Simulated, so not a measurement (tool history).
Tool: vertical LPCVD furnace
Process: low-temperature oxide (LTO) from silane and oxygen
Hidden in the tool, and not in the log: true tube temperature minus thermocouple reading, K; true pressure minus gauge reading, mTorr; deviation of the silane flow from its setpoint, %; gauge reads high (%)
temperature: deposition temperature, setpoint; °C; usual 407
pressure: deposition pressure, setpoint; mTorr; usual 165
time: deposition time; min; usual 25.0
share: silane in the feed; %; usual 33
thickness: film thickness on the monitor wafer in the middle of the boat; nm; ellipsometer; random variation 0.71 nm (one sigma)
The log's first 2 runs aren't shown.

run	hour	temperature	pressure	time	share	wafers since the last listed run	hours since the last temperature calibration	hours since the pressure gauge was zeroed	hours since the silane flow controller was replaced	hours since the gauge calibration	read-back reference wafer on the same gauge, thickness	thickness
3	116.1	407	165	25.0	33	761	1499.3	3305.1	2671.8	1367.5	142.06	139.78
4	165.5	407	165	25.0	33	740	1548.7	3354.5	2721.2	1416.9	142.03	141.47
5	199.0	407	165	25.0	33	502	1582.2	3388.0	2754.7	1450.4	142.26	139.28
6	260.7	407	165	25.0	33	925	1643.9	3449.7	2816.4	1512.1	141.92	139.81
# hour 306.9: gauge calibrated
7	307.2	407	165	22.5	33	697	1690.4	3496.2	2862.9	0.3	142.21	127.33
# hour 365.1: pressure gauge zeroed
# hour 370.7: thermocouples replaced and temperature profile calibrated
8	377.4	407	165	25.0	33	608	6.7	12.3	2933.1	70.5	142.17	131.17
9	433.4	407	150	25.0	33	839	62.7	68.3	2989.1	126.5	142.05	121.25
10	473.6	407	165	25.0	33	602	102.9	108.5	3029.3	166.7	142.02	132.29
11	515.5	407	165	25.0	33	628	144.8	150.4	3071.2	208.6	141.96	132.36
12	578.2	414	165	25.0	33	940	207.5	213.1	3133.9	271.3	142.16	142.96
13	637.4	407	195	25.0	33	887	266.7	272.3	3193.1	330.5	142.03	155.98
14	667.0	395	165	25.0	28	443	296.3	301.9	3222.7	360.1	142.12	90.17
15	697.3	407	165	25.0	38	454	326.6	332.2	3253.0	390.4	142.09	158.77
16	748.6	407	165	25.0	29	769	377.9	383.5	3304.3	441.7	142.06	111.01
17	789.0	407	165	25.0	28	605	418.3	423.9	3344.7	482.1	141.90	104.98
18	848.5	396	135	22.0	33	892	477.8	483.4	3404.2	541.6	141.82	84.48
# hour 903.5: silane flow controller replaced
19	904.0	407	165	25.0	33	472	533.3	538.9	0.5	597.1	141.93	133.93
20	911.6	416	165	25.0	33	113	540.9	546.5	8.1	604.7	141.92	146.54
21	974.7	419	165	25.0	28	946	604.0	609.6	71.2	667.8	141.88	120.35
22	1031.0	407	200	25.0	28	844	660.3	665.9	127.5	724.1	141.96	127.56
23	1070.1	407	165	25.0	33	586	699.4	705.0	166.6	763.2	141.89	134.77
24	1133.0	397	150	20.0	38	943	762.3	767.9	229.5	826.1	142.19	104.90
25	1203.0	398	185	25.0	33	1049	832.3	837.9	299.5	896.1	142.07	135.30
26	1227.2	414	165	20.0	33	362	856.5	862.1	323.7	920.3	142.12	116.49
27	1285.6	407	165	25.0	33	875	914.9	920.5	382.1	978.7	142.20	133.94

Forecast run 28:
28	1311.8	395	165	18.0	31	392	941.1	946.7	408.3	1004.9	?	?

{"run 28": {"read-back reference wafer on the same gauge, thickness": 141.83, "thickness": 77.11}}
Without the tool's hidden state the same run would have given thickness 76.40 nm.
